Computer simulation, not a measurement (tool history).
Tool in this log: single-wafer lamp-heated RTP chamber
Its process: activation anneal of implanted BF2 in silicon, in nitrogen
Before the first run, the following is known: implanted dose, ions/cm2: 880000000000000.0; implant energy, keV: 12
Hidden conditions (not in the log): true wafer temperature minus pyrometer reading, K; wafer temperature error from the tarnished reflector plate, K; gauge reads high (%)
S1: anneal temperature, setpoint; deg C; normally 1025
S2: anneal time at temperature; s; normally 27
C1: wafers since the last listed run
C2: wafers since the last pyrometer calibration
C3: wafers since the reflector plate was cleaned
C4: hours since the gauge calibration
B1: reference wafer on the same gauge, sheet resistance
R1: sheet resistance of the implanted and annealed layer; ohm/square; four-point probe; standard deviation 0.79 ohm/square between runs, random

Run 1, hour 0.0: usual settings; C1 0; C2 1070; C3 4492; C4 496.6; B1 151.57. Result: R1 180.19 ohm/square.
Run 2, hour 45.8: usual settings; C1 745; C2 1816; C3 5238; C4 542.4; B1 150.97. Result: R1 180.59 ohm/square.
Run 3, hour 76.7: usual settings; C1 503; C2 2319; C3 5741; C4 573.3; B1 151.12. Result: R1 180.00 ohm/square.
Run 4, hour 137.2: usual settings but S1 1032 deg C; C1 985; C2 3304; C3 6726; C4 633.8; B1 150.77. Result: R1 174.12 ohm/square.
At hour 176.4: pyrometer window cleaned and pyrometer calibrated.
Run 5, hour 176.8: usual settings but S1 1032 deg C; C1 514; C2 6; C3 7240; C4 673.4; B1 150.52. Result: R1 173.17 ohm/square.
Run 6, hour 237.5: usual settings; C1 988; C2 995; C3 8229; C4 734.1; B1 150.08. Result: R1 179.84 ohm/square.
Run 7, hour 285.5: usual settings; C1 781; C2 1776; C3 9010; C4 782.1; B1 149.84. Result: R1 176.81 ohm/square.
At hour 352.7: gauge calibrated.
Run 8, hour 356.8: usual settings; C1 1161; C2 2937; C3 10171; C4 4.1; B1 155.13. Result: R1 183.74 ohm/square.
At hour 418.5: pyrometer window cleaned and pyrometer calibrated.
Run 9, hour 422.6: usual settings but S2 35 s; C1 941; C2 65; C3 11113; C4 69.9; B1 154.76. Result: R1 176.19 ohm/square.
At hour 456.5: reflector plate cleaned.
Run 10, hour 461.6: usual settings but S1 1002 deg C; C1 504; C2 570; C3 82; C4 108.9; B1 154.25. Result: R1 214.00 ohm/square.
Run 11, hour 514.6: usual settings but S1 1053 deg C, S2 37 s; C1 863; C2 1433; C3 945; C4 161.9; B1 153.88. Result: R1 156.13 ohm/square.
Run 12, hour 602.9: usual settings; C1 1437; C2 2871; C3 2383; C4 250.2; B1 153.52. Result: R1 183.72 ohm/square.
Run 13, hour 639.2: usual settings but S1 1015 deg C; C1 591; C2 3462; C3 2974; C4 286.5; B1 153.36. Result: R1 194.26 ohm/square.
At hour 665.7: pyrometer window cleaned and pyrometer calibrated.
Run 14, hour 707.7: usual settings but S1 1000 deg C, S2 31 s; C1 985; C2 684; C3 3959; C4 355.0; B1 152.48. Result: R1 209.11 ohm/square.
Run 15, hour 739.3: usual settings but S1 1041 deg C, S2 12 s; C1 514; C2 1198; C3 4474; C4 386.6; B1 152.64. Result: R1 189.59 ohm/square.
Run 16, hour 772.6: usual settings but S1 1008 deg C, S2 43 s; C1 542; C2 1741; C3 5016; C4 419.9; B1 152.30. Result: R1 186.33 ohm/square.
Run 17, hour 808.5: usual settings; C1 584; C2 2325; C3 5601; C4 455.8; B1 152.09. Result: R1 181.68 ohm/square.
Run 18, hour 845.4: usual settings but S1 1040 deg C; C1 600; C2 2926; C3 6202; C4 492.7; B1 151.73. Result: R1 169.54 ohm/square.
Run 19, hour 875.0: usual settings; C1 481; C2 3408; C3 6684; C4 522.3; B1 151.81. Result: R1 181.41 ohm/square.

For each entry between runs, how does the tool's hidden state at the last listed run before it compare with that at the first listed run after it?
Runs 4 to 5: pyrometer window cleaned and pyrometer calibrated (hour 176.4)
  gauge reads high (%): -2.79 -> -2.95
  the result without the hidden state subtracted from the measured one, R1: -5.00 -> -5.27 ohm/square
Runs 7 to 8: gauge calibrated (hour 352.7)
  gauge reads high (%): -3.39 -> -0.05
  the result without the hidden state subtracted from the measured one, R1: -6.19 -> -0.09 ohm/square
Runs 8 to 9: pyrometer window cleaned and pyrometer calibrated (hour 418.5)
  gauge reads high (%): -0.05 -> -0.313
  the result without the hidden state subtracted from the measured one, R1: -0.09 -> -0.56 ohm/square
Runs 9 to 10: reflector plate cleaned (hour 456.5)
  gauge reads high (%): -0.313 -> -0.469
  the result without the hidden state subtracted from the measured one, R1: -0.56 -> -1.01 ohm/square
Runs 13 to 14: pyrometer window cleaned and pyrometer calibrated (hour 665.7)
  gauge reads high (%): -1.18 -> -1.45
  the result without the hidden state subtracted from the measured one, R1: -2.32 -> -3.08 ohm/square
